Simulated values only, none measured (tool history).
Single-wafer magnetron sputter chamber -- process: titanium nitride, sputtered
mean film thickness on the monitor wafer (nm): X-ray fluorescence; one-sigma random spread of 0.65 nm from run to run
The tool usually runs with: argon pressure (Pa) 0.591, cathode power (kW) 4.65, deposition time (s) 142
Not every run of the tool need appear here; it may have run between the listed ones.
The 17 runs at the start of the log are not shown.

| run | hour | argon pressure (Pa) | cathode power (kW) | deposition time (s) | wafers since the last listed run | wafers on the sputter target | hours since the last manometer calibration | hours since the magnet pack was replaced | hours since the gauge calibration | read-back reference wafer on the same gauge, thickness_nm | mean film thickness on the monitor wafer (nm) |
|---|---|---|---|---|---|---|---|---|---|---|---|
| 18 | 930.2 | 0.371 | 4.65 | 142 | 795 | 1936 | 2245.9 | 113.1 | 574.6 | 103.999 | 129.499 |
| 19 | 983.6 | 0.591 | 4.65 | 142 | 734 | 2671 | 2299.3 | 166.5 | 628 | 103.811 | 111.571 |
| 20 | 1009.8 | 0.591 | 4.65 | 142 | 360 | 3032 | 2325.5 | 192.7 | 654.2 | 103.921 | 110.821 |
| 21 | 1056.9 | 0.653 | 3.6 | 118 | 648 | 3680 | 2372.6 | 239.8 | 701.3 | 104.034 | 67.907 |
| 22 | 1098.5 | 0.591 | 4.65 | 142 | 572 | 4252 | 2414.2 | 281.4 | 742.9 | 104.134 | 110.284 |
| 23 | 1150.4 | 0.67 | 5.7 | 142 | 714 | 4966 | 2466.1 | 333.3 | 794.8 | 104.054 | 127.92 |
|  | 1312.9 | capacitance manometer re-zeroed and calibrated |
|  | 1334.7 | sputter target and shields replaced |
| 24 | 1352.8 | 0.67 | 5.05 | 160 | 2565 | 248 | 39.9 | 535.7 | 997.2 | 104.094 | 136.069 |
| 25 | 1398.6 | 0.513 | 3.7 | 115 | 630 | 879 | 85.7 | 581.5 | 1043 | 103.929 | 78.229 |
| 26 | 1458.7 | 0.591 | 5.2 | 165 | 827 | 1706 | 145.8 | 641.6 | 1103.1 | 103.812 | 148.725 |
| 27 | 1528.9 | 0.591 | 4.65 | 121 | 966 | 2672 | 216 | 711.8 | 1173.3 | 104.095 | 97.748 |
| 28 | 1567 | 0.591 | 4.65 | 153 | 524 | 3196 | 254.1 | 749.9 | 1211.4 | 103.993 | 123.148 |
| 29 | 1605.9 | 0.74 | 5.3 | 165 | 535 | 3731 | 293 | 788.8 | 1250.3 | 104.012 | 138.247 |
| 30 | 1630.2 | 0.48 | 5.05 | 142 | 334 | 4066 | 317.3 | 813.1 | 1274.6 | 104.191 | 132.588 |
| 31 | 1781.2 | 0.427 | 3.5 | 121 | 2077 | 6144 | 468.3 | 964.1 | 1425.6 | 103.81 | 81.145 |
|  | 1786.9 | gauge calibrated |
| 32 | 1852.6 | 0.488 | 5.35 | 130 | 982 | 7126 | 539.7 | 1035.5 | 65.7 | 103.901 | 127.113 |
|  | 1898.4 | sputter target and shields replaced |
| 33 | 1900.6 | 0.591 | 4.65 | 142 | 550 | 29 | 587.7 | 1083.5 | 113.7 | 104.156 | 111.963 |
| 34 | 1930.2 | 0.701 | 5.5 | 142 | 407 | 437 | 617.3 | 1113.1 | 143.3 | 104.321 | 124.443 |

Branching from run 34: 4 alternative next runs. What would each branch give?
| A | 1930.6 | 0.591 | 4.65 | 163 | 5 | 442 | 617.7 | 1113.5 | 143.7 | ? | ? |
| B | 1930.6 | 0.591 | 5.2 | 142 | 5 | 442 | 617.7 | 1113.5 | 143.7 | ? | ? |
| C | 1930.6 | 0.388 | 4.65 | 150 | 5 | 442 | 617.7 | 1113.5 | 143.7 | ? | ? |
| D | 1930.6 | 0.516 | 5.35 | 164 | 5 | 442 | 617.7 | 1113.5 | 143.7 | ? | ? |

| run | read-back reference wafer on the same gauge, thickness_nm | mean film thickness on the monitor wafer (nm) |
|---|---|---|
| A | 103.925 | 130.293 |
| B | 103.925 | 126.933 |
| C | 103.925 | 136.898 |
| D | 103.925 | 158.275 |
With the hidden condition removed and each run's random variation left untouched, the same runs would have given:
| run | mean film thickness on the monitor wafer (nm) |
|---|---|
| A | 134.293 |
| B | 130.829 |
| C | 138.911 |
| D | 162.224 |

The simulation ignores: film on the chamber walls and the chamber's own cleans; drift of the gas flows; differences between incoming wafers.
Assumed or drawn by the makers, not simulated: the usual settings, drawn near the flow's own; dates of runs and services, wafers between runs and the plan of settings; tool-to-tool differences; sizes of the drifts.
